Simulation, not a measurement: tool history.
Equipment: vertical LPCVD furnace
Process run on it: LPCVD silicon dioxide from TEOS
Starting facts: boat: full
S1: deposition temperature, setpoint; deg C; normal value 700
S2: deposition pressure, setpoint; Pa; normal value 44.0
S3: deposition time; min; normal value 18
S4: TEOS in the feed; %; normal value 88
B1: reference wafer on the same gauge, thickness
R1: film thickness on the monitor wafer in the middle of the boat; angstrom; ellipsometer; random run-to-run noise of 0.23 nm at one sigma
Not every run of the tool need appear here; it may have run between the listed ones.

| run | hour | S1 | S2 | S3 | S4 | B1 | R1 |
|---|---|---|---|---|---|---|---|
| 1 | 0.0 | 700 | 44.0 | 18 | 88 | 142.93 | 1666.6 |
| 2 | 15.9 | 700 | 44.0 | 18 | 88 | 142.94 | 1661.5 |
| 3 | 26.8 | 697 | 44.0 | 18 | 88 | 143.08 | 1552.8 |
| 4 | 45.6 | 700 | 44.0 | 18 | 88 | 142.97 | 1663.0 |
| 5 | 56.8 | 700 | 44.0 | 18 | 88 | 142.98 | 1664.3 |
| 6 | 69.0 | 700 | 44.0 | 18 | 88 | 143.01 | 1665.1 |
| 7 | 80.8 | 700 | 44.0 | 18 | 95 | 142.97 | 1733.3 |
| 8 | 88.4 | 700 | 44.0 | 18 | 95 | 143.10 | 1735.8 |
| 9 | 105.7 | 704 | 44.0 | 18 | 88 | 142.97 | 1825.6 |
| 10 | 115.9 | 704 | 44.0 | 18 | 88 | 143.02 | 1827.7 |
|  | 127.9 | gauge calibrated |
|  | 145.6 | TEOS flow controller replaced |
| 11 | 146.1 | 704 | 44.0 | 18 | 88 | 143.07 | 1829.3 |
| 12 | 150.7 | 700 | 51.3 | 18 | 88 | 143.01 | 1803.3 |
|  | 181.8 | pressure gauge zeroed |
| 13 | 182.3 | 700 | 51.3 | 18 | 88 | 142.95 | 1806.3 |
| 14 | 186.9 | 692 | 44.0 | 18 | 97 | 142.95 | 1459.7 |

What will run 15 give?
| 15 | 191.5 | 700 | 35.3 | 24 | 95 | ? | ? |

Run 15 measured B1 143.02, R1 2076.1 angstrom.
The same run, on a tool lacking any hidden state, would have yielded R1 1867.8 angstrom.
